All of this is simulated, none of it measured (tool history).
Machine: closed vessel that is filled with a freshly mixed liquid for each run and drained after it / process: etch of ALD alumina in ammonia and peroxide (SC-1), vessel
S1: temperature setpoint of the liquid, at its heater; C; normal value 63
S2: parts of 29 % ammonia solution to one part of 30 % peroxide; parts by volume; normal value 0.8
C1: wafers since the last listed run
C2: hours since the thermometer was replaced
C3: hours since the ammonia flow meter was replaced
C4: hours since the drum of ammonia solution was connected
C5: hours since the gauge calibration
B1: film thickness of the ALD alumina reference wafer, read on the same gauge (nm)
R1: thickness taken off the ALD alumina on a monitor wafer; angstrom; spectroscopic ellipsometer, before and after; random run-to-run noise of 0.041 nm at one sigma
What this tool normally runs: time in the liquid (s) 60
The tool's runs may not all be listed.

Run 1, day 0: usual settings but S2 0.9 parts by volume; C1 0; C2 1711.6; C3 789.6; C4 378; C5 193.3; B1 139.98. Result: R1 73.1 angstrom.
Run 2, day 0.833: usual settings but S2 0.9 parts by volume; C1 2251; C2 1731.6; C3 809.6; C4 398; C5 213.3; B1 140.02. Result: R1 73 angstrom.
Run 3, day 1.996: usual settings; C1 3141; C2 1759.5; C3 837.5; C4 425.9; C5 241.2; B1 139.98. Result: R1 73.2 angstrom.
Run 4, day 3.483: usual settings; C1 4019; C2 1795.2; C3 873.2; C4 461.6; C5 276.9; B1 140.01. Result: R1 72.8 angstrom.
Run 5, day 4.875: usual settings but time in the liquid (s) 75; C1 3760; C2 1828.6; C3 906.6; C4 495; C5 310.3; B1 140. Result: R1 92.2 angstrom.
Run 6, day 5.458: usual settings; C1 1576; C2 1842.6; C3 920.6; C4 509; C5 324.3; B1 140.03. Result: R1 73.8 angstrom.
At day 6.621: new drum of ammonia solution connected.
Run 7, day 8.908: usual settings; C1 9209; C2 1925.4; C3 1003.4; C4 54.9; C5 407.1; B1 139.99. Result: R1 72.9 angstrom.
Run 8, day 9.875: usual settings; C1 2611; C2 1948.6; C3 1026.6; C4 78.1; C5 430.3; B1 139.98. Result: R1 72.7 angstrom.
Run 9, day 10.492: usual settings; C1 1666; C2 1963.4; C3 1041.4; C4 92.9; C5 445.1; B1 139.99. Result: R1 73.6 angstrom.
Run 10, day 11.733: usual settings but S2 0.65 parts by volume, time in the liquid (s) 50; C1 3354; C2 1993.2; C3 1071.2; C4 122.7; C5 474.9; B1 139.97. Result: R1 59.8 angstrom.
At day 12.296: thermometer replaced.
Run 11, day 12.317: usual settings; C1 1463; C2 0.5; C3 1085.2; C4 136.7; C5 488.9; B1 140.02. Result: R1 68.9 angstrom.
Run 12, day 13.271: usual settings but S1 54.5 C, S2 1.15 parts by volume, time in the liquid (s) 95; C1 2578; C2 23.4; C3 1108.1; C4 159.6; C5 511.8; B1 140.01. Result: R1 73.3 angstrom.
Run 13, day 14.262: usual settings but S2 0.6 parts by volume; C1 2679; C2 47.2; C3 1131.9; C4 183.4; C5 535.6; B1 139.93. Result: R1 68.1 angstrom.
Run 14, day 15.521: usual settings but S1 69.5 C, time in the liquid (s) 70; C1 3399; C2 77.4; C3 1162.1; C4 213.6; C5 565.8; B1 139.95. Result: R1 111.2 angstrom.
Run 15, day 16.238: usual settings; C1 1936; C2 94.6; C3 1179.3; C4 230.8; C5 583; B1 140.01. Result: R1 69.7 angstrom.
Run 16, day 17.088: usual settings but S2 1.15 parts by volume; C1 2296; C2 115; C3 1199.7; C4 251.2; C5 603.4; B1 139.96. Result: R1 71.6 angstrom.
At day 19.083: gauge calibrated.
Run 17, day 21.508: usual settings; C1 11944; C2 221.1; C3 1305.8; C4 357.3; C5 58.2; B1 140. Result: R1 70.5 angstrom.
At day 22.175: ammonia flow meter replaced.
Run 18, day 22.471: usual settings but S1 60 C, S2 0.95 parts by volume; C1 2488; C2 244.2; C3 7.1; C4 380.4; C5 81.3; B1 140.07. Result: R1 61.4 angstrom.
Run 19, day 23.367: usual settings but S2 0.9 parts by volume; C1 2420; C2 265.7; C3 28.6; C4 401.9; C5 102.8; B1 140.01. Result: R1 70.2 angstrom.
Run 20, day 24.133: usual settings; C1 2071; C2 284.1; C3 47; C4 420.3; C5 121.2; B1 139.96. Result: R1 69.9 angstrom.
Run 21, day 24.85: usual settings but S1 56 C, S2 0.95 parts by volume, time in the liquid (s) 85; C1 1936; C2 301.3; C3 64.2; C4 437.5; C5 138.4; B1 139.99. Result: R1 69.9 angstrom.
Run 22, day 26.638: usual settings but S2 1.2 parts by volume; C1 4829; C2 344.2; C3 107.1; C4 480.4; C5 181.3; B1 140.01. Result: R1 72.7 angstrom.
Run 23, day 27.783: usual settings; C1 3095; C2 371.7; C3 134.6; C4 507.9; C5 208.8; B1 140.01. Result: R1 70 angstrom.
At day 29.879: new drum of ammonia solution connected.
Run 24, day 31.196: usual settings but S1 70 C, S2 1.05 parts by volume, time in the liquid (s) 75; C1 9107; C2 453.6; C3 216.5; C4 31.6; C5 290.7; B1 139.99. Result: R1 125.1 angstrom.
Run 25, day 31.838: usual settings but S1 70 C, time in the liquid (s) 80; C1 1733; C2 469; C3 231.9; C4 47; C5 306.1; B1 139.98. Result: R1 131.9 angstrom.
Run 26, day 32.988: usual settings but S1 68 C, S2 1.05 parts by volume; C1 3107; C2 496.6; C3 259.5; C4 74.6; C5 333.7; B1 140.02. Result: R1 92.5 angstrom.
Run 27, day 33.567: usual settings but S1 55 C, time in the liquid (s) 40; C1 1564; C2 510.5; C3 273.4; C4 88.5; C5 347.6; B1 140.02. Result: R1 31.2 angstrom.
Run 28, day 34.292: usual settings but time in the liquid (s) 80; C1 1958; C2 527.9; C3 290.8; C4 105.9; C5 365; B1 140.02. Result: R1 92.5 angstrom.

Branching from run 28: 5 alternative next runs. What would each branch give?
Run A, day 34.321: usual settings; C1 78; C2 528.6; C3 291.5; C4 106.6; C5 365.7; B1 ?. Result: R1 ?.
Run B, day 34.321: usual settings but S1 66 C, S2 1.05 parts by volume, time in the liquid (s) 35; C1 78; C2 528.6; C3 291.5; C4 106.6; C5 365.7; B1 ?. Result: R1 ?.
Run C, day 34.321: usual settings but time in the liquid (s) 45; C1 78; C2 528.6; C3 291.5; C4 106.6; C5 365.7; B1 ?. Result: R1 ?.
Run D, day 34.321: usual settings but S1 56.5 C, time in the liquid (s) 45; C1 78; C2 528.6; C3 291.5; C4 106.6; C5 365.7; B1 ?. Result: R1 ?.
Run E, day 34.321: usual settings but S1 54 C, time in the liquid (s) 75; C1 78; C2 528.6; C3 291.5; C4 106.6; C5 365.7; B1 ?. Result: R1 ?.

run   B1    R1
  A  140  70.1
  B  140  48.7
  C  140  52.6
  D  140  37.7
  E  140    55
The same runs, with their run-to-run variation unchanged, on a tool lacking any hidden condition would have given:
run    R1
  A  68.1
  B  47.3
  C  51.1
  D  36.6
  E  53.4
